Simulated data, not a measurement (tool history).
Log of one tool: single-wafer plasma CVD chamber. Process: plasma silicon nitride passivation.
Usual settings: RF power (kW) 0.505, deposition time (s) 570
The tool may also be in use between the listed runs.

| run | hour | RF power (kW) | deposition time (s) | wafers since the last listed run | hours since the last RF generator calibration | hours since the showerhead was replaced | hours since the gauge calibration | read-back reference wafer on the same gauge, thickness_nm | mean film thickness on the monitor wafer (angstrom) |
|---|---|---|---|---|---|---|---|---|---|
| 1 | 0 | 0.505 | 570 | 0 | 1170.8 | 4187.8 | 167.4 | 1152.927 | 9518.82 |
| 2 | 45.6 | 0.505 | 570 | 187 | 1216.4 | 4233.4 | 213 | 1153.029 | 9544.2 |
| 3 | 83.4 | 0.505 | 570 | 155 | 1254.2 | 4271.2 | 250.8 | 1153.378 | 9523.27 |
| 4 | 126.2 | 0.45 | 570 | 175 | 1297 | 4314 | 293.6 | 1152.78 | 9279.63 |
| 5 | 175.2 | 0.505 | 570 | 201 | 1346 | 4363 | 342.6 | 1153.019 | 9525.57 |
| 6 | 262 | 0.505 | 570 | 356 | 1432.8 | 4449.8 | 429.4 | 1152.921 | 9560.15 |
| 7 | 303.5 | 0.585 | 570 | 170 | 1474.3 | 4491.3 | 470.9 | 1153.399 | 9833.34 |
| 8 | 357.7 | 0.505 | 570 | 222 | 1528.5 | 4545.5 | 525.1 | 1153.262 | 9495.04 |
| 9 | 653.3 | 0.565 | 570 | 1213 | 1824.1 | 4841.1 | 820.7 | 1152.881 | 9715.1 |
| 10 | 741.5 | 0.415 | 651 | 361 | 1912.3 | 4929.3 | 908.9 | 1153.469 | 10390.44 |
| 11 | 833 | 0.425 | 506 | 375 | 2003.8 | 5020.8 | 1000.4 | 1153.122 | 8118.2 |
|  | 863.4 | showerhead replaced |
|  | 866.7 | gauge calibrated |
| 12 | 895.9 | 0.46 | 470 | 225 | 2066.7 | 32.5 | 29.2 | 1153.112 | 7677.36 |
|  | 1003.5 | RF generator calibrated |
| 13 | 1137.7 | 0.505 | 618 | 959 | 134.2 | 274.3 | 271 | 1153.383 | 10420.05 |
| 14 | 1230.1 | 0.505 | 570 | 379 | 226.6 | 366.7 | 363.4 | 1152.333 | 9625.3 |

Forecast run 15:
| 15 | 1316 | 0.505 | 669 | 352 | 312.5 | 452.6 | 449.3 | ? | ? |

Run 15 gave read-back reference wafer on the same gauge, thickness_nm 1153.296, mean film thickness on the monitor wafer (angstrom) 11287.9.
Without the tool's hidden state the same run would have given mean film thickness on the monitor wafer (angstrom) 11318.55.

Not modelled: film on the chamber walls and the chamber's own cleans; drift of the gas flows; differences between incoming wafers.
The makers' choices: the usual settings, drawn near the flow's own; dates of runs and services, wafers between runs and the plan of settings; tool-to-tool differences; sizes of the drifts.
